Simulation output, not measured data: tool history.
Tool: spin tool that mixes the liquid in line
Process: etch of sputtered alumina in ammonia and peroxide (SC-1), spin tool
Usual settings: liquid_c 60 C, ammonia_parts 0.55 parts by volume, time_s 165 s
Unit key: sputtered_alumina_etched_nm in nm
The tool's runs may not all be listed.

run,hour,liquid_c,ammonia_parts,time_s,wafers since the last listed run,hours since the thermometer was replaced,hours since the ammonia flow meter was replaced,hours since the heated supply line was repaired,hours since the drum of ammonia solution was connected,hours since the gauge calibration,"read-back film thickness of the sputtered alumina reference wafer, read on the same gauge (nm)",sputtered_alumina_etched_nm
1,0,60,0.55,165,0,1381.3,745.2,149.3,195.1,106.8,120.02,11.35
2,68.3,60,0.35,95,421,1449.6,813.5,217.6,263.4,175.1,120.03,6.21
3,119.5,60,0.35,95,316,1500.8,864.7,268.8,314.6,226.3,119.99,6.22
4,145.4,60,0.35,95,159,1526.7,890.6,294.7,340.5,252.2,120.01,6.11
5,183.3,60,0.55,165,233,1564.6,928.5,332.6,378.4,290.1,119.98,11.12
6,251.4,56,0.55,125,420,1632.7,996.6,400.7,446.5,358.2,119.99,6.87
# hour 363.1: new drum of ammonia solution connected
7,383.3,60,0.4,205,808,1764.6,1128.5,532.6,20.2,490.1,119.96,13.2
8,410.3,53,0.75,240,166,1791.6,1155.5,559.6,47.2,517.1,119.95,11.42
9,452.6,60,0.55,165,261,1833.9,1197.8,601.9,89.5,559.4,120.01,10.92
# hour 472.5: thermometer replaced
10,561.1,52,0.55,115,663,88.6,1306.3,710.4,198,667.9,120.04,4.91
# hour 612.5: heated supply line repaired
11,687.9,69.5,0.7,165,776,215.4,1433.1,75.4,324.8,794.7,120.01,18.49
12,741.4,60,0.55,165,330,268.9,1486.6,128.9,378.3,848.2,120.03,11.24
13,812.9,60,0.75,210,441,340.4,1558.1,200.4,449.8,919.7,120.01,14.79
14,863.9,60,0.55,165,314,391.4,1609.1,251.4,500.8,970.7,119.98,11
# hour 908.7: ammonia flow meter replaced
# hour 952.6: new drum of ammonia solution connected
15,957,60,0.55,165,562,484.5,48.3,344.5,4.4,1063.8,119.97,11.1
16,1012.1,50.5,0.45,165,340,539.6,103.4,399.6,59.5,1118.9,120.01,6.51
17,1082.7,60,0.8,165,435,610.2,174,470.2,130.1,1189.5,120,11.26
18,1149.6,60,0.55,165,413,677.1,240.9,537.1,197,1256.4,120.02,10.99
19,1198.7,53,0.75,240,303,726.2,290,586.2,246.1,1305.5,119.96,11.3
20,1258.7,60,0.55,165,370,786.2,350,646.2,306.1,1365.5,119.97,10.72
21,1303.1,60,0.55,165,274,830.6,394.4,690.6,350.5,1409.9,120.02,10.73
# hour 1327.4: heated supply line repaired
22,1351.4,67.5,0.45,260,292,878.9,442.7,24,398.8,1458.2,120.03,25.22
23,1417.6,53,0.55,190,408,945.1,508.9,90.2,465,1524.4,119.94,9.1
24,1464.9,60,0.55,110,292,992.4,556.2,137.5,512.3,1571.7,120.02,7.5
25,1517,66,0.55,120,321,1044.5,608.3,189.6,564.4,1623.8,120.03,11.17

What if the next run were any one of these 3? Each begins from the tool's condition after run 25:
A,1517.5,60,0.55,165,3,1045,608.8,190.1,564.9,1624.3,?,?
B,1517.5,56.5,0.55,165,3,1045,608.8,190.1,564.9,1624.3,?,?
C,1517.5,54,0.75,95,3,1045,608.8,190.1,564.9,1624.3,?,?

run,"read-back film thickness of the sputtered alumina reference wafer, read on the same gauge (nm)",sputtered_alumina_etched_nm
A,120,11.32
B,120,9.43
C,120,4.9
With no hidden state in the tool, these same runs would have given:
run,sputtered_alumina_etched_nm
A,11.5
B,9.59
C,4.98
